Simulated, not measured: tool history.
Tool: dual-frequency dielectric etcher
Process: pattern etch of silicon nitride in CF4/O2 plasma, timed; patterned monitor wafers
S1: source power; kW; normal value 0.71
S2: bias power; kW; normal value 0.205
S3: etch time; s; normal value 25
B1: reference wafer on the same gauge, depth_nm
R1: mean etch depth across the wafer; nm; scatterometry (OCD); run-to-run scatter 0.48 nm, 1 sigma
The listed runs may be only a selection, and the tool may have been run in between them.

| run | hour | S1 | S2 | S3 | B1 | R1 |
|---|---|---|---|---|---|---|
| 1 | 0 | 0.71 | 0.205 | 25 | 87.4 | 82.1 |
| 2 | 14.8 | 0.71 | 0.205 | 25 | 87.4 | 81.2 |
| 3 | 38.3 | 0.71 | 0.205 | 25 | 87.4 | 81.9 |
| 4 | 51.7 | 0.71 | 0.205 | 25 | 87.5 | 81.7 |
| 5 | 67.1 | 0.71 | 0.205 | 25 | 87.3 | 81.5 |
| 6 | 80.3 | 0.71 | 0.205 | 25 | 87.4 | 81.5 |
|  | 115.9 | wet clean of the chamber |
|  | 117.8 | bias power generator calibrated |
| 7 | 118.3 | 0.71 | 0.24 | 25 | 87.5 | 85.3 |
| 8 | 118.8 | 0.71 | 0.24 | 25 | 87.4 | 84.2 |
| 9 | 154.2 | 0.62 | 0.187 | 31.5 | 87.4 | 85.2 |
|  | 158.3 | gauge calibrated |
| 10 | 168.7 | 0.59 | 0.205 | 32 | 87.3 | 87.8 |
| 11 | 195 | 0.57 | 0.182 | 28 | 87.4 | 70.9 |
|  | 237.9 | upper electrode replaced |
| 12 | 238.4 | 0.85 | 0.243 | 25 | 87.5 | 100.1 |
| 13 | 238.7 | 0.71 | 0.234 | 25 | 87.4 | 84.6 |
|  | 250.5 | source power generator calibrated |
| 14 | 253 | 0.71 | 0.205 | 25 | 87.5 | 80.2 |
| 15 | 281.2 | 0.71 | 0.205 | 25 | 87.2 | 80 |
| 16 | 308.7 | 0.61 | 0.16 | 22.5 | 87.3 | 57 |
| 17 | 327 | 0.86 | 0.166 | 20.5 | 87.5 | 68.3 |

Below are 4 alternative next runs, each starting from the tool's condition after run 17. Predict each:
| A | 327.4 | 0.71 | 0.205 | 25 | ? | ? |
| B | 327.4 | 0.71 | 0.189 | 25 | ? | ? |
| C | 327.4 | 0.77 | 0.226 | 20 | ? | ? |
| D | 327.4 | 0.58 | 0.157 | 19 | ? | ? |

| run | B1 | R1 |
|---|---|---|
| A | 87.4 | 80.7 |
| B | 87.4 | 77.3 |
| C | 87.4 | 72.2 |
| D | 87.4 | 45.8 |
With no hidden state in the tool, these same runs would have given:
| run | R1 |
|---|---|
| A | 78.5 |
| B | 75.2 |
| C | 70.1 |
| D | 44.5 |
